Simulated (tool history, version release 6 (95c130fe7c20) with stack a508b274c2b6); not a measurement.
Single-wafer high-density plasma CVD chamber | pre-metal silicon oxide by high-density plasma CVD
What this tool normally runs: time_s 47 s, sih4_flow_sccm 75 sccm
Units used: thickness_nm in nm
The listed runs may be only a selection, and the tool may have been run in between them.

run    hour  time_s  sih4_flow_sccm  wafers since the last listed run  hours since the silane flow controller was replaced  hours since the gauge calibration  read-back reference wafer on the same gauge, thickness_nm  thickness_nm
  1       0    50.7              64                                 0                                               2757.4                              280.2                                                    340.002       324.708
  2    43.8    50.7              64                               862                                               2801.2                                324                                                    340.208       322.924
  3   133.4      47              82                              1763                                               2890.8                              413.6                                                    340.323       384.335
  4   234.5      47              82                              1990                                               2991.9                              514.7                                                    339.424       381.934
  5   350.8    52.9              67                              2289                                               3108.2                                631                                                    340.762       352.631
  6   403.5    43.7              67                              1037                                               3160.9                              683.7                                                    339.964       292.033
  7     463      47              75                              1171                                               3220.4                              743.2                                                    339.995       348.618
  8   507.3    52.5              75                               872                                               3264.7                              787.5                                                    339.951       393.005
  9   563.2      47              75                              1100                                               3320.6                              843.4                                                    339.794       348.174
 10   611.4      47              75                               948                                               3368.8                              891.6                                                    340.378       349.838
 11   659.2      47              65                               941                                               3416.6                              939.4                                                    340.037       304.093
 12   714.3      47              75                              1084                                               3471.7                              994.5                                                    339.664       346.043
 13     777      47              75                              1234                                               3534.4                             1057.2                                                    339.775       349.851
 14   838.4      47              75                              1208                                               3595.8                             1118.6                                                    340.228       350.172
 15   895.5      47              71                              1124                                               3652.9                             1175.7                                                     339.79       333.515
      957.1  -- silane flow controller replaced
 16  1000.7      47              71                              1913                                                 43.6                             1280.9                                                    340.209       329.837
     1034.6  -- gauge calibrated
 17  1083.4    52.4              64                              1628                                                126.3                               48.8                                                     340.33       333.175
 18  1164.1      47              75                              1588                                                  207                              129.5                                                    339.933       352.668
 19  1209.6      47              75                               895                                                252.5                                175                                                    339.875       350.718
 20  1275.2    43.6              65                              1291                                                318.1                              240.6                                                     339.85       285.031
 21  1344.9      47              83                              1372                                                387.8                              310.3                                                    340.311       383.596
 22  1406.1    55.4              70                              1204                                                  449                              371.5                                                    339.769       383.895
 23  1464.2      47              75                              1143                                                507.1                              429.6                                                    340.357       350.038
 24  1553.2      47              75                              1752                                                596.1                              518.6                                                    339.801       350.108
 25  1651.8      47              75                              1941                                                694.7                              617.2                                                    339.452       348.596
 26  1720.7    40.9              75                              1356                                                763.6                              686.1                                                    339.975       304.048
 27    1810    56.2              75                              1758                                                852.9                              775.4                                                    340.048       421.562
 28  1907.4      47              75                              1917                                                950.3                              872.8                                                    340.132       347.576
 29  1971.2    40.6              63                              1256                                               1014.1                              936.6                                                    339.784       256.351
 30  2063.6    54.1              75                              1819                                               1106.5                               1029                                                    340.325       403.515
 31  2148.4    55.6              81                              1669                                               1191.3                             1113.8                                                     340.19       447.471
 32  2188.4    51.3              66                               787                                               1231.3                             1153.8                                                    340.338       339.618

Predict each of these 3 candidate next runs independently; none follows another, all start after run 32:
  A  2188.8      47              75                                 7                                               1231.7                             1154.2                                                          ?             ?
  B  2188.8    54.5              61                                 7                                               1231.7                             1154.2                                                          ?             ?
  C  2188.8    44.3              86                                 7                                               1231.7                             1154.2                                                          ?             ?

run  read-back reference wafer on the same gauge, thickness_nm  thickness_nm
  A                                                    339.901       350.133
  B                                                    339.901       332.415
  C                                                    339.901       377.019
Had the tool no hidden state, the same runs would have come out as:
run  thickness_nm
  A       350.133
  B       332.415
  C       377.019

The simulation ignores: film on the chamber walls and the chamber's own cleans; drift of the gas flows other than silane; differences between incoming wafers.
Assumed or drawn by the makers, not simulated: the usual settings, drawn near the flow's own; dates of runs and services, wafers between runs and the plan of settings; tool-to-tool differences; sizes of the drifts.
